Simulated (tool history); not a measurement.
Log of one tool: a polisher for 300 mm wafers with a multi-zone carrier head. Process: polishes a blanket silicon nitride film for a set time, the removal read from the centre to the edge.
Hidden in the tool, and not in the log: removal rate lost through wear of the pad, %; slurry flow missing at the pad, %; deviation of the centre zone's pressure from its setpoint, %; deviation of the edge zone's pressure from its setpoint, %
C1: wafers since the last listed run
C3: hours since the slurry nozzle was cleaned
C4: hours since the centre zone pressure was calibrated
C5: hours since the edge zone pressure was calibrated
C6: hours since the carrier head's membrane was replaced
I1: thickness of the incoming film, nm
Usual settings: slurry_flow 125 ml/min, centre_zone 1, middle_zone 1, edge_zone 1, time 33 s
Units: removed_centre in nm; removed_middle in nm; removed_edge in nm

Run 1, hour 0: usual settings but edge_zone 1.06; C1 0; wafers polished on this pad 870; C3 21.2; C4 676; C5 377.9; C6 1042.1; I1 762.9. Result: removed_centre 100 nm, removed_middle 103.4 nm, removed_edge 110.9 nm.
Run 2, hour 23.2: usual settings but centre_zone 1.11, middle_zone 0.91, edge_zone 1.08; C1 150; wafers polished on this pad 1020; C3 44.4; C4 699.2; C5 401.1; C6 1065.3; I1 752.1. Result: removed_centre 106.6 nm, removed_middle 96 nm, removed_edge 110.4 nm.
At hour 31.3: carrier head's membrane replaced by a new one.
At hour 32.6: edge zone pressure recalibrated.
Run 3, hour 40.9: usual settings but slurry_flow 170 ml/min, centre_zone 1.03, middle_zone 0.88, time 45 s; C1 73; wafers polished on this pad 1094; C3 62.1; C4 716.9; C5 8.3; C6 9.6; I1 769.9. Result: removed_centre 148.7 nm, removed_middle 135.2 nm, removed_edge 154.2 nm.
At hour 50.5: worn pad replaced by a new one.
Run 4, hour 58.9: usual settings but slurry_flow 80 ml/min, centre_zone 0.95, middle_zone 0.97, time 23 s; C1 90; wafers polished on this pad 54; C3 80.1; C4 734.9; C5 26.3; C6 27.6; I1 776.9. Result: removed_centre 56 nm, removed_middle 59.5 nm, removed_edge 66.7 nm.
Run 5, hour 91.7: usual settings but slurry_flow 100 ml/min, middle_zone 1.03; C1 212; wafers polished on this pad 267; C3 112.9; C4 767.7; C5 59.1; C6 60.4; I1 764.5. Result: removed_centre 91.9 nm, removed_middle 98.7 nm, removed_edge 101.3 nm.
At hour 100: centre zone pressure recalibrated.
Run 6, hour 120.9: usual settings but middle_zone 0.91, edge_zone 1.11; C1 176; wafers polished on this pad 444; C3 142.1; C4 20.9; C5 88.3; C6 89.6; I1 768.5. Result: removed_centre 102.7 nm, removed_middle 92.8 nm, removed_edge 111.9 nm.
Run 7, hour 143.1: usual settings; C1 144; wafers polished on this pad 588; C3 164.3; C4 43.1; C5 110.5; C6 111.8; I1 770. Result: removed_centre 102.4 nm, removed_middle 101.8 nm, removed_edge 105.5 nm.
Run 8, hour 178.4: usual settings but middle_zone 1.08; C1 229; wafers polished on this pad 817; C3 199.6; C4 78.4; C5 145.8; C6 147.1; I1 761.1. Result: removed_centre 103 nm, removed_middle 108.4 nm, removed_edge 106.3 nm.
At hour 200.4: slurry nozzle cleaned.
Run 9, hour 208.1: usual settings; C1 186; wafers polished on this pad 1003; C3 7.7; C4 108.1; C5 175.5; C6 176.8; I1 769.2. Result: removed_centre 103.5 nm, removed_middle 103.6 nm, removed_edge 107.7 nm.
Run 10, hour 230.4: usual settings but slurry_flow 155 ml/min; C1 144; wafers polished on this pad 1148; C3 30; C4 130.4; C5 197.8; C6 199.1; I1 769.4. Result: removed_centre 109.7 nm, removed_middle 108 nm, removed_edge 109.4 nm.
At hour 240.8: worn pad replaced by a new one.
Run 11, hour 281.4: usual settings; C1 305; wafers polished on this pad 263; C3 81; C4 181.4; C5 248.8; C6 250.1; I1 766.9. Result: removed_centre 103.4 nm, removed_middle 101.6 nm, removed_edge 107.7 nm.
Run 12, hour 296.9: usual settings but slurry_flow 165 ml/min, centre_zone 1.08, time 29 s; C1 100; wafers polished on this pad 364; C3 96.5; C4 196.9; C5 264.3; C6 265.6; I1 777.5. Result: removed_centre 100.6 nm, removed_middle 93.9 nm, removed_edge 96.3 nm.
Run 13, hour 313.8: usual settings; C1 109; wafers polished on this pad 474; C3 113.4; C4 213.8; C5 281.2; C6 282.5; I1 765.4. Result: removed_centre 101.6 nm, removed_middle 102.9 nm, removed_edge 104.6 nm.
Run 14, hour 327.7: usual settings; C1 90; wafers polished on this pad 564; C3 127.3; C4 227.7; C5 295.1; C6 296.4; I1 771.7. Result: removed_centre 101.7 nm, removed_middle 100.5 nm, removed_edge 105.7 nm.
Run 15, hour 350.1: usual settings but slurry_flow 165 ml/min, centre_zone 1.11; C1 145; wafers polished on this pad 709; C3 149.7; C4 250.1; C5 317.5; C6 318.8; I1 761.2. Result: removed_centre 116.5 nm, removed_middle 107.9 nm, removed_edge 110.4 nm.
Run 16, hour 380.7: usual settings but middle_zone 1.08, time 27 s; C1 198; wafers polished on this pad 908; C3 180.3; C4 280.7; C5 348.1; C6 349.4; I1 765.3. Result: removed_centre 83.3 nm, removed_middle 87.6 nm, removed_edge 85.6 nm.
Run 17, hour 404.2: usual settings but middle_zone 1.11, edge_zone 1.09; C1 152; wafers polished on this pad 1060; C3 203.8; C4 304.2; C5 371.6; C6 372.9; I1 768.8. Result: removed_centre 101 nm, removed_middle 111.1 nm, removed_edge 110.3 nm.
Run 18, hour 423.5: usual settings but slurry_flow 170 ml/min, middle_zone 0.9, edge_zone 1.1, time 38 s; C1 125; wafers polished on this pad 1185; C3 223.1; C4 323.5; C5 390.9; C6 392.2; I1 755.6. Result: removed_centre 124.7 nm, removed_middle 114.4 nm, removed_edge 135.7 nm.
At hour 437.4: edge zone pressure recalibrated.
At hour 444.3: slurry nozzle cleaned.
At hour 461.5: worn pad replaced by a new one.
Run 19, hour 462: usual settings; C1 204; wafers polished on this pad 2; C3 17.7; C4 362; C5 24.6; C6 430.7; I1 769.6. Result: removed_centre 103.3 nm, removed_middle 102.6 nm, removed_edge 105.5 nm.
Run 20, hour 481.6: usual settings; C1 127; wafers polished on this pad 130; C3 37.3; C4 381.6; C5 44.2; C6 450.3; I1 775.6. Result: removed_centre 100.7 nm, removed_middle 101.8 nm, removed_edge 105.5 nm.
Run 21, hour 501.2: usual settings but centre_zone 0.94, middle_zone 0.91, edge_zone 0.94, time 27 s; C1 127; wafers polished on this pad 257; C3 56.9; C4 401.2; C5 63.8; C6 469.9; I1 772.3. Result: removed_centre 79.9 nm, removed_middle 76.4 nm, removed_edge 82.7 nm.

Some steps in removed_centre between neighbouring runs. How much of each would the tool show without its hidden state too (settings, what came in, random variation), and how much is left for the hidden state, with any gauge scatter that isn't in both results?
Run 2 -> 3: slurry_flow 125 -> 170, centre_zone 1.11 -> 1.03, middle_zone 0.91 -> 0.88, edge_zone 1.08 -> 1, time 33 -> 45, carrier head's membrane replaced by a new one, edge zone pressure recalibrated. removed_centre +42.1 nm: hidden state -2.3, all else +44.4.
Run 3 -> 4: slurry_flow 170 -> 80, centre_zone 1.03 -> 0.95, middle_zone 0.88 -> 0.97, time 45 -> 23, worn pad replaced by a new one. removed_centre -92.7 nm: hidden state +3.8, all else -96.5.
Run 5 -> 6: slurry_flow 100 -> 125, middle_zone 1.03 -> 0.91, edge_zone 1 -> 1.11, centre zone pressure recalibrated. removed_centre +10.8 nm: hidden state +4.1, all else +6.7.

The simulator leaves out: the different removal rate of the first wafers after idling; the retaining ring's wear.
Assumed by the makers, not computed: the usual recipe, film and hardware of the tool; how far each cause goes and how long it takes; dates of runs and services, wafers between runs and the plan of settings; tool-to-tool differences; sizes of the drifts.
